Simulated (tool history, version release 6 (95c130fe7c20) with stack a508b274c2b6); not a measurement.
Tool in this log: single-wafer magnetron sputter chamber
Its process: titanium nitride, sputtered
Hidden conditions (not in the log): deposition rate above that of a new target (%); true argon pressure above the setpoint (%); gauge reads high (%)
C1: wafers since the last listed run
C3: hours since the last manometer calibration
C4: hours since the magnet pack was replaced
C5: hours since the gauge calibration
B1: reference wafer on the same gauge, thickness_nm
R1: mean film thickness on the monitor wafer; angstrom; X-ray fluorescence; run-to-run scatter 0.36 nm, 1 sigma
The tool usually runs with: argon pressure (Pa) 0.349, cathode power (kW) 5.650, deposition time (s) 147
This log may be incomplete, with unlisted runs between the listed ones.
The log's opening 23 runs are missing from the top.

-- hour=539.9 capacitance manometer re-zeroed and calibrated
run 24 hour=551.1 | argon_pressure_(Pa)=0.349 cathode_power_(kW)=4.450 deposition_time_(s)=147 | C1=129 wafers_on_the_sputter_target=2742 C3=11.2 C4=142.8 C5=49.2 | B1=159.133 | R1=1165.76
-- hour=574.1 sputter target and shields replaced
run 25 hour=579.0 | argon_pressure_(Pa)=0.403 cathode_power_(kW)=4.350 deposition_time_(s)=134 | C1=117 wafers_on_the_sputter_target=28 C3=39.1 C4=170.7 C5=77.1 | B1=158.711 | R1=1012.05
run 26 hour=593.0 | argon_pressure_(Pa)=0.438 cathode_power_(kW)=5.650 deposition_time_(s)=136 | C1=82 wafers_on_the_sputter_target=111 C3=53.1 C4=184.7 C5=91.1 | B1=158.414 | R1=1314.60
run 27 hour=627.0 | argon_pressure_(Pa)=0.296 cathode_power_(kW)=4.400 deposition_time_(s)=121 | C1=200 wafers_on_the_sputter_target=312 C3=87.1 C4=218.7 C5=125.1 | B1=158.231 | R1=959.40
run 28 hour=660.4 | argon_pressure_(Pa)=0.349 cathode_power_(kW)=4.350 deposition_time_(s)=147 | C1=197 wafers_on_the_sputter_target=509 C3=120.5 C4=252.1 C5=158.5 | B1=157.553 | R1=1124.40
run 29 hour=691.4 | argon_pressure_(Pa)=0.349 cathode_power_(kW)=5.150 deposition_time_(s)=147 | C1=183 wafers_on_the_sputter_target=692 C3=151.5 C4=283.1 C5=189.5 | B1=157.537 | R1=1328.43
run 30 hour=714.0 | argon_pressure_(Pa)=0.210 cathode_power_(kW)=5.650 deposition_time_(s)=127 | C1=133 wafers_on_the_sputter_target=826 C3=174.1 C4=305.7 C5=212.1 | B1=157.465 | R1=1321.84
run 31 hour=742.8 | argon_pressure_(Pa)=0.419 cathode_power_(kW)=5.650 deposition_time_(s)=137 | C1=170 wafers_on_the_sputter_target=996 C3=202.9 C4=334.5 C5=240.9 | B1=157.336 | R1=1318.81
run 32 hour=805.7 | argon_pressure_(Pa)=0.349 cathode_power_(kW)=5.650 deposition_time_(s)=147 | C1=371 wafers_on_the_sputter_target=1368 C3=265.8 C4=397.4 C5=303.8 | B1=156.859 | R1=1454.46
run 33 hour=837.1 | argon_pressure_(Pa)=0.455 cathode_power_(kW)=6.450 deposition_time_(s)=135 | C1=185 wafers_on_the_sputter_target=1553 C3=297.2 C4=428.8 C5=335.2 | B1=156.899 | R1=1461.04
run 34 hour=871.6 | argon_pressure_(Pa)=0.268 cathode_power_(kW)=4.900 deposition_time_(s)=176 | C1=203 wafers_on_the_sputter_target=1757 C3=331.7 C4=463.3 C5=369.7 | B1=156.711 | R1=1545.01
run 35 hour=889.9 | argon_pressure_(Pa)=0.349 cathode_power_(kW)=5.650 deposition_time_(s)=147 | C1=108 wafers_on_the_sputter_target=1865 C3=350.0 C4=481.6 C5=388.0 | B1=156.902 | R1=1447.93

What if the next run were any one of these 4? Each begins from the tool's condition after run 35:
run A hour=890.3 | argon_pressure_(Pa)=0.349 cathode_power_(kW)=5.650 deposition_time_(s)=147 | C1=2 wafers_on_the_sputter_target=1867 C3=350.4 C4=482.0 C5=388.4 | B1=? | R1=?
run B hour=890.3 | argon_pressure_(Pa)=0.293 cathode_power_(kW)=5.650 deposition_time_(s)=130 | C1=2 wafers_on_the_sputter_target=1867 C3=350.4 C4=482.0 C5=388.4 | B1=? | R1=?
run C hour=890.3 | argon_pressure_(Pa)=0.349 cathode_power_(kW)=5.650 deposition_time_(s)=139 | C1=2 wafers_on_the_sputter_target=1867 C3=350.4 C4=482.0 C5=388.4 | B1=? | R1=?
run D hour=890.3 | argon_pressure_(Pa)=0.395 cathode_power_(kW)=5.050 deposition_time_(s)=133 | C1=2 wafers_on_the_sputter_target=1867 C3=350.4 C4=482.0 C5=388.4 | B1=? | R1=?

run=A B1=156.871 R1=1453.26
run=B B1=156.871 R1=1311.30
run=C B1=156.871 R1=1374.17
run=D B1=156.871 R1=1156.10
With the hidden condition removed and each run's random variation left untouched, the same runs would have given:
run=A R1=1482.28
run=B R1=1337.48
run=C R1=1401.61
run=D R1=1179.18

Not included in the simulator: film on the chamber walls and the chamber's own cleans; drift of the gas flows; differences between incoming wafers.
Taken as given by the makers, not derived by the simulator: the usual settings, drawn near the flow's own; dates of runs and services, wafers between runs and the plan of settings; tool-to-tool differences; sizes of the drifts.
